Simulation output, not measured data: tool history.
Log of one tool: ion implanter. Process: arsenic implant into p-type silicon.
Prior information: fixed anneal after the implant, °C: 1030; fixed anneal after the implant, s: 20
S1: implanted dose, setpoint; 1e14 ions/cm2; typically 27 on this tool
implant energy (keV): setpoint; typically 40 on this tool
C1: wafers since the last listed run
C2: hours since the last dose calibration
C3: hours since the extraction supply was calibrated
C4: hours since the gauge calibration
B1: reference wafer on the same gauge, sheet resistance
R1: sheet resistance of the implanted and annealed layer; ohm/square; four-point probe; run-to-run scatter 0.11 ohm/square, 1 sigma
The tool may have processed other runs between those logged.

run 1 hour=0 | S1=30.58 implant_energy_(keV)=40 | C1=0 C2=1584.4 C3=3999.8 C4=430.4 | B1=79.1 | R1=73.7
run 2 hour=37.2 | S1=30.58 implant_energy_(keV)=40 | C1=342 C2=1621.6 C3=4037 C4=467.6 | B1=79.1 | R1=73.54
run 3 hour=62 | S1=30.58 implant_energy_(keV)=40 | C1=228 C2=1646.4 C3=4061.8 C4=492.4 | B1=79.1 | R1=73.9
run 4 hour=105.6 | S1=27 implant_energy_(keV)=40 | C1=401 C2=1690 C3=4105.4 C4=536 | B1=79.09 | R1=76.5
-- hour=136.2 gauge calibrated
run 5 hour=160.8 | S1=27 implant_energy_(keV)=40 | C1=507 C2=1745.2 C3=4160.6 C4=24.6 | B1=79.08 | R1=76.28
run 6 hour=295.7 | S1=27 implant_energy_(keV)=40 | C1=1240 C2=1880.1 C3=4295.5 C4=159.5 | B1=79.12 | R1=76.23
run 7 hour=321.8 | S1=27 implant_energy_(keV)=40 | C1=240 C2=1906.2 C3=4321.6 C4=185.6 | B1=79.07 | R1=76.7
run 8 hour=379.4 | S1=27 implant_energy_(keV)=40 | C1=529 C2=1963.8 C3=4379.2 C4=243.2 | B1=79.11 | R1=76.49
-- hour=401 extraction supply calibrated
run 9 hour=449.5 | S1=20.14 implant_energy_(keV)=40 | C1=571 C2=2033.9 C3=48.5 C4=313.3 | B1=79.08 | R1=85.51
run 10 hour=490.9 | S1=30.74 implant_energy_(keV)=36.5 | C1=380 C2=2075.3 C3=89.9 C4=354.7 | B1=79.11 | R1=76.54
-- hour=517.4 Faraday cup replaced and dose calibrated
run 11 hour=537.3 | S1=30.44 implant_energy_(keV)=40 | C1=353 C2=19.9 C3=136.3 C4=401.1 | B1=79.08 | R1=72.7
-- hour=576.6 gauge calibrated
run 12 hour=583.8 | S1=30.58 implant_energy_(keV)=40 | C1=427 C2=66.4 C3=182.8 C4=7.2 | B1=79.1 | R1=72.72
run 13 hour=666.9 | S1=31.45 implant_energy_(keV)=34.5 | C1=764 C2=149.5 C3=265.9 C4=90.3 | B1=79.11 | R1=77.01
run 14 hour=693.2 | S1=27 implant_energy_(keV)=40 | C1=241 C2=175.8 C3=292.2 C4=116.6 | B1=79.12 | R1=75.59
run 15 hour=718.2 | S1=30.17 implant_energy_(keV)=34 | C1=229 C2=200.8 C3=317.2 C4=141.6 | B1=79.11 | R1=78.27
run 16 hour=760.4 | S1=33.88 implant_energy_(keV)=53 | C1=388 C2=243 C3=359.4 C4=183.8 | B1=79.13 | R1=62.73
run 17 hour=798.4 | S1=27 implant_energy_(keV)=40 | C1=349 C2=281 C3=397.4 C4=221.8 | B1=79.12 | R1=75.47

Consider 3 possible next runs. They are alternatives, not a sequence: every one starts from the tool as it was left by run 17. What does each give?
run A hour=798.8 | S1=27 implant_energy_(keV)=40 | C1=3 C2=281.4 C3=397.8 C4=222.2 | B1=? | R1=?
run B hour=798.8 | S1=21.99 implant_energy_(keV)=40 | C1=3 C2=281.4 C3=397.8 C4=222.2 | B1=? | R1=?
run C hour=798.8 | S1=24.07 implant_energy_(keV)=48 | C1=3 C2=281.4 C3=397.8 C4=222.2 | B1=? | R1=?

run=A B1=79.12 R1=75.66
run=B B1=79.12 R1=81.27
run=C B1=79.12 R1=73.35
Stripped of hidden state, with their random variation kept, the same runs would have yielded:
run=A R1=75.29
run=B R1=80.76
run=C R1=72.88
